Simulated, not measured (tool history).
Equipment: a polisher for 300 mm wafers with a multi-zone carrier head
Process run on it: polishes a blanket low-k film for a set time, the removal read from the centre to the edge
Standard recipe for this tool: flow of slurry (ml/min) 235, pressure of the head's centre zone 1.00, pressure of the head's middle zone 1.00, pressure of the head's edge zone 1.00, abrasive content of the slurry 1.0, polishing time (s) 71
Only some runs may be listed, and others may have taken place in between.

run     day  flow of slurry (ml/min)  pressure of the head's centre zone  pressure of the head's middle zone  pressure of the head's edge zone  abrasive content of the slurry  polishing time (s)  incoming thickness of the incoming film, nm  film removed at the wafer's centre (Å)  film removed at mid-radius (Å)  film removed at the wafer's edge (Å)
  1   0.000                      235                                1.00                                1.00                              1.00                             1.0                  71                                        783.7                                     163                             172                                   170
  2   2.458                      235                                1.00                                1.00                              1.00                             1.0                  71                                        783.8                                     158                             173                                   169
      2.675  -- centre zone pressure recalibrated
      3.362  -- worn pad replaced by a new one
  3   5.400                      235                                1.00                                1.00                              1.00                             1.0                  71                                        765.9                                     175                             182                                   176
     12.125  -- worn pad replaced by a new one
     12.458  -- slurry nozzle cleaned
  4  13.458                      235                                1.00                                1.00                              1.00                             1.0                  71                                        767.6                                     173                             183                                   176
     14.842  -- edge zone pressure recalibrated
  5  15.425                      235                                1.00                                1.00                              1.00                             0.9                  71                                        758.2                                     162                             173                                   166
  6  17.750                      235                                1.00                                1.00                              1.00                             0.9                  71                                        778.3                                     155                             166                                   162
  7  19.542                      235                                1.00                                1.00                              1.00                             0.9                  71                                        753.7                                     152                             159                                   159
     20.312  -- worn pad replaced by a new one
  8  21.904                      175                                1.00                                1.00                              0.95                             1.0                  71                                        757.2                                     159                             173                                   170
  9  23.579                      175                                1.00                                1.00                              0.95                             1.0                  71                                        772.1                                     159                             172                                   161
 10  25.600                      305                                1.09                                1.00                              1.00                             0.7                  71                                        774.2                                     160                             157                                   151
 11  26.979                      235                                1.00                                1.00                              1.00                             1.0                  71                                        761.7                                     161                             170                                   166
     28.404  -- slurry nozzle cleaned
     29.608  -- centre zone pressure recalibrated
 12  29.879                      235                                1.00                                0.95                              0.91                             1.1                  86                                        767.0                                     201                             201                                   194
     30.142  -- carrier head's membrane replaced by a new one
     30.162  -- worn pad replaced by a new one
 13  32.271                      270                                0.93                                1.00                              0.97                             1.0                  47                                        779.7                                     107                             122                                   115
 14  35.112                      235                                1.00                                1.00                              1.00                             0.8                  47                                        755.4                                     102                             107                                   103
 15  36.546                      235                                1.00                                1.00                              1.00                             1.1                  71                                        782.1                                     170                             176                                   172
     38.612  -- worn pad replaced by a new one
 16  38.908                      215                                1.00                                1.04                              1.08                             1.0                  78                                        756.0                                     192                             208                                   202
     42.225  -- edge zone pressure recalibrated
 17  43.538                      235                                1.00                                1.00                              1.09                             1.3                  71                                        772.8                                     178                             189                                   190

List, for all runs, the conditions of the tool that the log does not record:
slurry flow missing at the pad, %: 0, the same for each run
deviation of the edge zone's pressure from its setpoint, %: 0, the same for each run
H1: removal rate lost through wear of the pad, %
H2: deviation of the centre zone's pressure from its setpoint, %
run     H1      H2
  1   5.44   -3.61
  2   8.18   -3.69
  3   3.42  -0.698
  4   2.14   -2.64
  5   4.33   -2.89
  6   6.93   -3.12
  7   8.94   -3.26
  8    2.2    -3.4
  9   4.08   -3.47
 10   6.33   -3.55
 11   7.88   -3.59
 12   11.1   0.113
 13   3.09  -0.939
 14   6.27   -1.85
 15   7.87   -2.21
 16  0.764   -2.67
 17   5.94   -3.28

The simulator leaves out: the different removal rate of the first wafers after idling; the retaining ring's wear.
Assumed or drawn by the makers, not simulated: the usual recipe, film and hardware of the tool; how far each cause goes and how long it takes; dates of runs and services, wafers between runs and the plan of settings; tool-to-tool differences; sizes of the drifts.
